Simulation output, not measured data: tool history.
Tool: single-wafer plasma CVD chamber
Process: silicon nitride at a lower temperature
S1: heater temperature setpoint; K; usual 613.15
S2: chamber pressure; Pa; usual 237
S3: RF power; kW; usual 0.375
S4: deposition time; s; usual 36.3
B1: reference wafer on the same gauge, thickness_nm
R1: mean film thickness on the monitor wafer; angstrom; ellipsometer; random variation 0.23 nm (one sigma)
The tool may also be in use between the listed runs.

run 1 hour=0.0 | S1=613.15 S2=237 S3=0.375 S4=36.3 | B1=50.803 | R1=481.68
-- hour=14.4 gauge calibrated
run 2 hour=77.7 | S1=613.15 S2=237 S3=0.320 S4=36.3 | B1=50.951 | R1=439.98
-- hour=118.7 thermocouple changed; heater temperature recalibrated
-- hour=129.4 RF generator calibrated
run 3 hour=132.1 | S1=613.15 S2=237 S3=0.320 S4=36.3 | B1=50.930 | R1=461.10
run 4 hour=233.2 | S1=613.15 S2=237 S3=0.320 S4=36.3 | B1=50.924 | R1=464.51
run 5 hour=341.1 | S1=602.15 S2=237 S3=0.375 S4=36.3 | B1=50.933 | R1=496.86
run 6 hour=410.2 | S1=602.15 S2=237 S3=0.375 S4=36.3 | B1=50.889 | R1=496.50
run 7 hour=456.3 | S1=613.15 S2=271 S3=0.375 S4=36.3 | B1=50.949 | R1=505.60
run 8 hour=515.0 | S1=603.15 S2=237 S3=0.405 S4=36.3 | B1=50.983 | R1=510.64
run 9 hour=560.3 | S1=613.15 S2=237 S3=0.405 S4=36.3 | B1=50.971 | R1=508.29
run 10 hour=657.4 | S1=613.15 S2=208 S3=0.305 S4=36.3 | B1=50.853 | R1=430.13
run 11 hour=696.3 | S1=627.15 S2=181 S3=0.345 S4=30.9 | B1=50.942 | R1=372.87
run 12 hour=768.9 | S1=613.15 S2=237 S3=0.375 S4=30.9 | B1=50.897 | R1=414.21
-- hour=865.4 capacitance manometer re-zeroed and calibrated
run 13 hour=867.4 | S1=599.15 S2=237 S3=0.410 S4=36.3 | B1=50.927 | R1=506.07
run 14 hour=945.4 | S1=601.15 S2=237 S3=0.430 S4=36.3 | B1=50.910 | R1=518.71
run 15 hour=1011.5 | S1=613.15 S2=237 S3=0.375 S4=36.3 | B1=50.821 | R1=476.36
-- hour=1031.2 RF generator calibrated
-- hour=1063.2 thermocouple changed; heater temperature recalibrated
run 16 hour=1063.7 | S1=599.15 S2=237 S3=0.375 S4=36.3 | B1=50.875 | R1=502.33
run 17 hour=1153.0 | S1=613.15 S2=271 S3=0.375 S4=36.3 | B1=50.933 | R1=507.30
run 18 hour=1238.3 | S1=599.15 S2=291 S3=0.330 S4=41.7 | B1=50.885 | R1=559.39
run 19 hour=1335.6 | S1=627.15 S2=181 S3=0.345 S4=30.9 | B1=51.011 | R1=382.84
run 20 hour=1413.8 | S1=613.15 S2=181 S3=0.375 S4=32.6 | B1=50.886 | R1=420.49
run 21 hour=1502.3 | S1=599.15 S2=285 S3=0.410 S4=32.5 | B1=50.923 | R1=474.75
run 22 hour=1538.5 | S1=613.15 S2=271 S3=0.450 S4=36.3 | B1=50.910 | R1=546.94
run 23 hour=1641.3 | S1=613.15 S2=237 S3=0.375 S4=36.3 | B1=50.927 | R1=485.55
run 24 hour=1695.0 | S1=613.15 S2=237 S3=0.335 S4=36.3 | B1=50.897 | R1=456.97
-- hour=1766.9 gauge calibrated
run 25 hour=1782.2 | S1=623.15 S2=237 S3=0.395 S4=29.1 | B1=50.944 | R1=395.86
run 26 hour=1865.6 | S1=613.15 S2=215 S3=0.375 S4=29.7 | B1=50.946 | R1=384.50
run 27 hour=1926.0 | S1=613.15 S2=237 S3=0.375 S4=39.8 | B1=50.894 | R1=525.63
-- hour=1972.6 RF generator calibrated
run 28 hour=1980.2 | S1=613.15 S2=237 S3=0.440 S4=31.5 | B1=50.869 | R1=467.91

Forecast each of these 4 alternatives for the next run:
run A hour=1980.6 | S1=613.15 S2=237 S3=0.375 S4=36.3 | B1=? | R1=?
run B hour=1980.6 | S1=613.15 S2=237 S3=0.375 S4=31.8 | B1=? | R1=?
run C hour=1980.6 | S1=623.15 S2=279 S3=0.405 S4=36.3 | B1=? | R1=?
run D hour=1980.6 | S1=613.15 S2=208 S3=0.375 S4=36.3 | B1=? | R1=?

run=A B1=50.841 R1=495.61
run=B B1=50.841 R1=434.30
run=C B1=50.841 R1=528.10
run=D B1=50.841 R1=483.98
Without the tool's hidden state the same runs would have given:
run=A R1=497.11
run=B R1=435.61
run=C R1=529.59
run=D R1=485.45
